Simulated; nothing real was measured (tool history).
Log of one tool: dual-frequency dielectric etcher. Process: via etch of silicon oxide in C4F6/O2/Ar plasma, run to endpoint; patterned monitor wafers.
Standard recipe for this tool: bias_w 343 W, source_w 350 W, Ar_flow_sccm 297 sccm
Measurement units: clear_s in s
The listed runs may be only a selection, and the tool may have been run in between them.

| run | hour | bias_w | source_w | Ar_flow_sccm | incoming incoming film thickness, nm | clear_s |
|---|---|---|---|---|---|---|
| 1 | 0 | 276 | 350 | 297 | 84.5 | 24.5 |
| 2 | 24.3 | 275 | 350 | 323 | 84.8 | 24.8 |
| 3 | 41.1 | 343 | 350 | 320 | 85.4 | 22.2 |
| 4 | 63 | 343 | 350 | 320 | 85.6 | 22.3 |
| 5 | 86.6 | 343 | 350 | 320 | 85.5 | 22.1 |
| 6 | 118.8 | 343 | 350 | 297 | 85 | 22.1 |
| 7 | 152.6 | 343 | 350 | 297 | 86.1 | 22.2 |
| 8 | 170.8 | 343 | 350 | 297 | 85.5 | 22.2 |
| 9 | 192.1 | 343 | 350 | 297 | 85.6 | 22.2 |
| 10 | 219 | 343 | 350 | 320 | 84.6 | 22.1 |
| 11 | 249.6 | 343 | 350 | 257 | 85.5 | 22.1 |
| 12 | 275.5 | 366 | 350 | 297 | 84.6 | 21.4 |
|  | 302.9 | Ar flow controller replaced |
|  | 305.1 | wet clean of the chamber |
| 13 | 310.1 | 385 | 320 | 297 | 85.7 | 21.2 |
| 14 | 335.8 | 378 | 280 | 356 | 86.1 | 23.1 |
|  | 381.5 | upper electrode replaced |
| 15 | 382 | 367 | 420 | 348 | 86 | 20 |
| 16 | 382.7 | 298 | 350 | 252 | 84.9 | 23.1 |
|  | 389.5 | source power generator calibrated |
| 17 | 411 | 343 | 350 | 366 | 84.4 | 22.2 |
| 18 | 434.8 | 343 | 300 | 297 | 85 | 23.4 |
| 19 | 468.3 | 313 | 420 | 357 | 85.7 | 22.3 |
| 20 | 480.9 | 376 | 290 | 343 | 85.1 | 22.9 |
| 21 | 511.4 | 343 | 350 | 297 | 85.5 | 22.3 |
|  | 516.4 | bias power generator calibrated |
| 22 | 530 | 343 | 350 | 271 | 85.8 | 22.3 |
| 23 | 557.1 | 291 | 270 | 352 | 85.6 | 27.7 |
| 24 | 585.4 | 385 | 320 | 297 | 85.1 | 21.8 |
| 25 | 601.2 | 291 | 270 | 352 | 85 | 27.8 |
| 26 | 622.5 | 319 | 440 | 261 | 84.7 | 20.9 |
| 27 | 680.5 | 297 | 280 | 324 | 85.6 | 27 |
| 28 | 703.4 | 280 | 390 | 341 | 84.9 | 24.5 |
| 29 | 727.4 | 378 | 280 | 297 | 84.5 | 23.1 |
| 30 | 747.1 | 318 | 350 | 297 | 85.4 | 23.7 |

Give the tool's hidden conditions for every run:
bias power that arrives over what is set, %: 0 on each run
Ar flow that arrives over what is set, %: 0 on each run
H1: etch rate over this chamber's usual, %
H2: source power that arrives over what is set, %
| run | H1 | H2 |
|---|---|---|
| 1 | -0.698 | 2.96 |
| 2 | -0.884 | 3.02 |
| 3 | -1.01 | 3.07 |
| 4 | -1.18 | 3.13 |
| 5 | -1.36 | 3.2 |
| 6 | -1.61 | 3.29 |
| 7 | -1.87 | 3.39 |
| 8 | -2.01 | 3.44 |
| 9 | -2.17 | 3.5 |
| 10 | -2.38 | 3.58 |
| 11 | -2.61 | 3.66 |
| 12 | -2.81 | 3.74 |
| 13 | -0.191 | 3.84 |
| 14 | -0.388 | 3.91 |
| 15 | -0.742 | 4.04 |
| 16 | -0.747 | 4.04 |
| 17 | -0.964 | 0.206 |
| 18 | -1.15 | 0.273 |
| 19 | -1.4 | 0.368 |
| 20 | -1.5 | 0.404 |
| 21 | -1.73 | 0.491 |
| 22 | -1.88 | 0.543 |
| 23 | -2.08 | 0.62 |
| 24 | -2.3 | 0.701 |
| 25 | -2.42 | 0.745 |
| 26 | -2.58 | 0.806 |
| 27 | -3.03 | 0.97 |
| 28 | -3.2 | 1.04 |
| 29 | -3.39 | 1.1 |
| 30 | -3.54 | 1.16 |
